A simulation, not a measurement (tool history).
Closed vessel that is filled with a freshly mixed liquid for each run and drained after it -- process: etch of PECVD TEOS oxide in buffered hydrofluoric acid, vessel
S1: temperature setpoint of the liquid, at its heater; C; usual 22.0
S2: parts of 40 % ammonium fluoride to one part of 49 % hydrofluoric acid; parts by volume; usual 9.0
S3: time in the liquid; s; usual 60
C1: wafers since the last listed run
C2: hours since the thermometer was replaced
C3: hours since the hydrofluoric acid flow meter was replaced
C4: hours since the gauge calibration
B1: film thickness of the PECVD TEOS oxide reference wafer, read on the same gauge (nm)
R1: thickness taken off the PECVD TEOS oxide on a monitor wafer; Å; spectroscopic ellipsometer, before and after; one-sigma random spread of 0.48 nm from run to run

run   hour    S1    S2  S3    C1      C2     C3      C4      B1      R1
  1    0.0  22.0   9.0  60     0  1575.8  706.4   943.8  119.99  1002.9
  2   16.6  22.0   9.0  35  1357  1592.4  723.0   960.4  119.99   582.5
  3   36.0  22.0   9.0  35  1586  1611.8  742.4   979.8  119.99   585.1
  4   68.5  22.0   9.0  35  2657  1644.3  774.9  1012.3  120.01   586.4
  5   90.2  22.0   9.0  85  1774  1666.0  796.6  1034.0  119.95  1428.6
  6  109.3  22.0   9.0  85  1561  1685.1  815.7  1053.1  120.03  1421.5
  7  131.4  22.0   9.0  85  1806  1707.2  837.8  1075.2  120.01  1422.9
  8  165.4  22.0   9.0  60  2779  1741.2  871.8  1109.2  119.96  1004.1
     180.8  -- hydrofluoric acid flow meter replaced
  9  181.4  18.0   9.0  60  1226  1757.2    0.6  1125.2  119.99   808.8
 10  214.1  19.5  10.5  75  2673  1789.9   33.3  1157.9  120.04   976.6
 11  244.6  18.0   9.0  60  2493  1820.4   63.8  1188.4  120.05   807.2
 12  276.2  22.0   9.0  85  2583  1852.0   95.4  1220.0  120.02  1444.9
     290.9  -- thermometer replaced
 13  305.6  20.0   6.0  30  2322    14.7  124.8  1249.4  120.04   628.8
 14  320.4  22.0   9.0  60  1210    29.5  139.6  1264.2  119.98   940.5
 15  345.0  17.5   6.5  60  2011    54.1  164.2  1288.8  119.99  1023.6
     373.8  -- gauge calibrated
 16  377.2  25.5   9.0  45  2632    86.3  196.4     3.4  119.96   855.5
 17  402.3  25.0   6.5  60  2052   111.4  221.5    28.5  120.04  1563.5
 18  431.2  22.0   9.0  60  2362   140.3  250.4    57.4  119.98   946.9
 19  449.0  23.5   6.0  60  1455   158.1  268.2    75.2  120.00  1547.1
 20  472.3  17.5   8.0  60  1905   181.4  291.5    98.5  120.00   834.1
 21  492.9  22.0  12.0  30  1684   202.0  312.1   119.1  119.99   371.5
 22  522.1  19.5   9.0  30  2387   231.2  341.3   148.3  120.01   413.6

Run 23 comes next. What will it give?
 23  535.7  24.0  11.5  95  1111  244.8  354.9  161.9   ?   ?

B1: 119.98
R1: 1364.6 Å
Had the tool carried no hidden state, the very same run would have given R1 1349.8 Å.
